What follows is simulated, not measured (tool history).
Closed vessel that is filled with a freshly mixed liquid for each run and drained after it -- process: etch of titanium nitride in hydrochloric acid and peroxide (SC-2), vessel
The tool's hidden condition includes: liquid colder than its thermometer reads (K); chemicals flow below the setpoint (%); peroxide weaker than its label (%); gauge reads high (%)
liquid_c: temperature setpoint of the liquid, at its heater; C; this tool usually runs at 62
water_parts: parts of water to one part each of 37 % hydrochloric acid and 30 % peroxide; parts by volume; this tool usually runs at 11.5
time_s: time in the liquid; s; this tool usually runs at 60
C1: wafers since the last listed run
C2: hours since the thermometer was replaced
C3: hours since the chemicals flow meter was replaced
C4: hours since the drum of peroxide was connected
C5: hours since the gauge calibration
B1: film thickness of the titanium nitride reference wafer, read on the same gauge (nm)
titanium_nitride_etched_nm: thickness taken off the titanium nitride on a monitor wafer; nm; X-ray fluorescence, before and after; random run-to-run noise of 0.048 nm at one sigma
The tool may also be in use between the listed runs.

Run 1, hour 0: usual settings but water_parts 13.5 parts by volume, time_s 45 s; C1 0; C2 2174.8; C3 692.7; C4 354.1; C5 1913.7; B1 29.98. Result: titanium_nitride_etched_nm 3.38 nm.
Run 2, hour 83.1: usual settings but time_s 40 s; C1 5711; C2 2257.9; C3 775.8; C4 437.2; C5 1996.8; B1 30.01. Result: titanium_nitride_etched_nm 3.47 nm.
Run 3, hour 191: usual settings but time_s 40 s; C1 7416; C2 2365.8; C3 883.7; C4 545.1; C5 2104.7; B1 29.99. Result: titanium_nitride_etched_nm 3.44 nm.
Run 4, hour 251.2: usual settings but time_s 40 s; C1 4137; C2 2426; C3 943.9; C4 605.3; C5 2164.9; B1 29.99. Result: titanium_nitride_etched_nm 3.39 nm.
Run 5, hour 332.1: usual settings; C1 5560; C2 2506.9; C3 1024.8; C4 686.2; C5 2245.8; B1 29.97. Result: titanium_nitride_etched_nm 5.09 nm.
Run 6, hour 370.9: usual settings; C1 2666; C2 2545.7; C3 1063.6; C4 725; C5 2284.6; B1 29.98. Result: titanium_nitride_etched_nm 5.11 nm.
Run 7, hour 474.5: usual settings; C1 7121; C2 2649.3; C3 1167.2; C4 828.6; C5 2388.2; B1 30.01. Result: titanium_nitride_etched_nm 5.04 nm.
Run 8, hour 532.1: usual settings but water_parts 7.5 parts by volume; C1 3959; C2 2706.9; C3 1224.8; C4 886.2; C5 2445.8; B1 30.01. Result: titanium_nitride_etched_nm 7.17 nm.
Run 9, hour 621.3: usual settings but water_parts 7.5 parts by volume; C1 6131; C2 2796.1; C3 1314; C4 975.4; C5 2535; B1 30.02. Result: titanium_nitride_etched_nm 7.23 nm.
Run 10, hour 705: usual settings but water_parts 7.5 parts by volume; C1 5753; C2 2879.8; C3 1397.7; C4 1059.1; C5 2618.7; B1 29.99. Result: titanium_nitride_etched_nm 7.12 nm.
Run 11, hour 759.8: usual settings but water_parts 9 parts by volume; C1 3766; C2 2934.6; C3 1452.5; C4 1113.9; C5 2673.5; B1 30.01. Result: titanium_nitride_etched_nm 6.18 nm.
At hour 812.5: new drum of peroxide connected.
Run 12, hour 830.9: usual settings but water_parts 9.5 parts by volume; C1 4818; C2 3005.7; C3 1523.6; C4 18.4; C5 2744.6; B1 29.99. Result: titanium_nitride_etched_nm 5.8 nm.
At hour 842.5: thermometer replaced.
Run 13, hour 934.5: usual settings; C1 7052; C2 92; C3 1627.2; C4 122; C5 2848.2; B1 30.01. Result: titanium_nitride_etched_nm 5 nm.
Run 14, hour 1003.9: usual settings but water_parts 5.5 parts by volume; C1 4770; C2 161.4; C3 1696.6; C4 191.4; C5 2917.6; B1 30.01. Result: titanium_nitride_etched_nm 8.97 nm.
At hour 1009.3: gauge calibrated.
Run 15, hour 1105.8: usual settings but water_parts 15.5 parts by volume, time_s 30 s; C1 7004; C2 263.3; C3 1798.5; C4 293.3; C5 96.5; B1 30.04. Result: titanium_nitride_etched_nm 1.91 nm.
Run 16, hour 1203.8: usual settings but liquid_c 71.5 C, water_parts 14 parts by volume, time_s 30 s; C1 6736; C2 361.3; C3 1896.5; C4 391.3; C5 194.5; B1 29.99. Result: titanium_nitride_etched_nm 3.64 nm.
Run 17, hour 1261.6: usual settings but liquid_c 67.5 C, water_parts 16.5 parts by volume, time_s 40 s; C1 3972; C2 419.1; C3 1954.3; C4 449.1; C5 252.3; B1 30. Result: titanium_nitride_etched_nm 3.28 nm.
Run 18, hour 1363.7: usual settings but liquid_c 72 C, water_parts 15 parts by volume, time_s 70 s; C1 7017; C2 521.2; C3 2056.4; C4 551.2; C5 354.4; B1 30.03. Result: titanium_nitride_etched_nm 8.31 nm.
Run 19, hour 1408.2: usual settings; C1 3058; C2 565.7; C3 2100.9; C4 595.7; C5 398.9; B1 30. Result: titanium_nitride_etched_nm 4.85 nm.
At hour 1470: chemicals flow meter replaced.
Run 20, hour 1499.6: usual settings but liquid_c 54 C, water_parts 14.5 parts by volume, time_s 30 s; C1 6213; C2 657.1; C3 29.6; C4 687.1; C5 490.3; B1 29.97. Result: titanium_nitride_etched_nm 1.31 nm.
Run 21, hour 1589: usual settings; C1 6145; C2 746.5; C3 119; C4 776.5; C5 579.7; B1 30. Result: titanium_nitride_etched_nm 5.25 nm.
Run 22, hour 1628: usual settings but water_parts 8 parts by volume, time_s 70 s; C1 2680; C2 785.5; C3 158; C4 815.5; C5 618.7; B1 29.97. Result: titanium_nitride_etched_nm 8.3 nm.
Run 23, hour 1665: usual settings but liquid_c 55.5 C, water_parts 7.5 parts by volume, time_s 45 s; C1 2543; C2 822.5; C3 195; C4 852.5; C5 655.7; B1 29.99. Result: titanium_nitride_etched_nm 3.76 nm.
Run 24, hour 1720.4: usual settings but liquid_c 71.5 C, water_parts 14 parts by volume, time_s 30 s; C1 3807; C2 877.9; C3 250.4; C4 907.9; C5 711.1; B1 29.99. Result: titanium_nitride_etched_nm 3.95 nm.
Run 25, hour 1767.9: usual settings; C1 3264; C2 925.4; C3 297.9; C4 955.4; C5 758.6; B1 30.03. Result: titanium_nitride_etched_nm 5.33 nm.
Run 26, hour 1862.1: usual settings but liquid_c 55.5 C, water_parts 7.5 parts by volume, time_s 45 s; C1 6474; C2 1019.6; C3 392.1; C4 1049.6; C5 852.8; B1 29.99. Result: titanium_nitride_etched_nm 3.71 nm.
Run 27, hour 1942.6: usual settings but liquid_c 58.5 C, water_parts 14 parts by volume, time_s 30 s; C1 5533; C2 1100.1; C3 472.6; C4 1130.1; C5 933.3; B1 29.99. Result: titanium_nitride_etched_nm 1.77 nm.
Run 28, hour 2018.3: usual settings but liquid_c 58.5 C, time_s 70 s; C1 5203; C2 1175.8; C3 548.3; C4 1205.8; C5 1009; B1 30.03. Result: titanium_nitride_etched_nm 4.82 nm.

5 ways to go on from here, each from the tool as it stands after run 28. What would each give?
Run A, hour 2019: usual settings; C1 48; C2 1176.5; C3 549; C4 1206.5; C5 1009.7; B1 ?. Result: titanium_nitride_etched_nm ?.
Run B, hour 2019: usual settings but liquid_c 59.5 C; C1 48; C2 1176.5; C3 549; C4 1206.5; C5 1009.7; B1 ?. Result: titanium_nitride_etched_nm ?.
Run C, hour 2019: usual settings but time_s 75 s; C1 48; C2 1176.5; C3 549; C4 1206.5; C5 1009.7; B1 ?. Result: titanium_nitride_etched_nm ?.
Run D, hour 2019: usual settings but water_parts 13.5 parts by volume, time_s 30 s; C1 48; C2 1176.5; C3 549; C4 1206.5; C5 1009.7; B1 ?. Result: titanium_nitride_etched_nm ?.
Run E, hour 2019: usual settings but liquid_c 69 C, water_parts 15.5 parts by volume, time_s 50 s; C1 48; C2 1176.5; C3 549; C4 1206.5; C5 1009.7; B1 ?. Result: titanium_nitride_etched_nm ?.

run     B1  titanium_nitride_etched_nm
  A  29.97                        5.27
  B  29.97                        4.51
  C  29.97                        6.59
  D  29.97                         2.3
  E  29.97                        5.18
Had the tool no hidden state, the same runs would have come out as:
run  titanium_nitride_etched_nm
  A                        5.43
  B                        4.64
  C                        6.79
  D                        2.36
  E                        5.34
